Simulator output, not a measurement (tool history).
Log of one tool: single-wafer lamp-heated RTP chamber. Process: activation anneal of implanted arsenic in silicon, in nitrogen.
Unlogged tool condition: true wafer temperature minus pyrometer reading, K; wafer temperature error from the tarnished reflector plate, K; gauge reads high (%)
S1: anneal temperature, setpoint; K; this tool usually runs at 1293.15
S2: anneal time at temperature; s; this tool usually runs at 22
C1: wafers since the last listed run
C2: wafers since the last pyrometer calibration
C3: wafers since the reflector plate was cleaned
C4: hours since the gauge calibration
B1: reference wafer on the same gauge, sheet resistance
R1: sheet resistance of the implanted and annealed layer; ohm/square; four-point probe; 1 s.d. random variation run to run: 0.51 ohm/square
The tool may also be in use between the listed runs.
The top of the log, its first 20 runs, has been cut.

run	hour	S1	S2	C1	C2	C3	C4	B1	R1
# hour 1400.6: gauge calibrated
21	1480.9	1263.15	15	1591	4600	6582	80.3	181.01	176.58
22	1586.5	1274.15	31	1907	6507	8489	185.9	181.06	168.64
# hour 1598.7: reflector plate cleaned
23	1623.7	1311.15	32	527	7035	451	223.1	181.19	159.45
24	1720.4	1280.15	32	1746	8781	2197	319.8	180.85	168.31
# hour 1741.8: pyrometer window cleaned and pyrometer calibrated
25	1845.8	1316.15	22	2120	1878	4317	445.2	180.90	163.11
26	1934.5	1272.15	14	1601	3480	5919	533.9	180.98	174.74
27	1977.7	1301.15	15	780	4260	6699	577.1	181.04	168.84
# hour 2062.0: reflector plate cleaned
28	2140.1	1293.15	22	2788	7048	1410	739.5	181.01	168.10
# hour 2237.2: pyrometer window cleaned and pyrometer calibrated
29	2320.4	1303.15	18	3111	1502	4522	919.8	181.09	168.04
30	2384.8	1319.15	15	1163	2665	5685	984.2	181.00	165.75

What if the next run were any one of these 4? Each begins from the tool's condition after run 30:
A	2385.2	1305.15	22	7	2672	5692	984.6	?	?
B	2385.2	1301.15	26	7	2672	5692	984.6	?	?
C	2385.2	1323.15	32	7	2672	5692	984.6	?	?
D	2385.2	1318.15	29	7	2672	5692	984.6	?	?

run	B1	R1
A	180.93	165.61
B	180.93	164.90
C	180.93	157.96
D	180.93	160.06
With the hidden condition removed and each run's random variation left untouched, the same runs would have given:
run	R1
A	165.90
B	165.19
C	158.26
D	160.36

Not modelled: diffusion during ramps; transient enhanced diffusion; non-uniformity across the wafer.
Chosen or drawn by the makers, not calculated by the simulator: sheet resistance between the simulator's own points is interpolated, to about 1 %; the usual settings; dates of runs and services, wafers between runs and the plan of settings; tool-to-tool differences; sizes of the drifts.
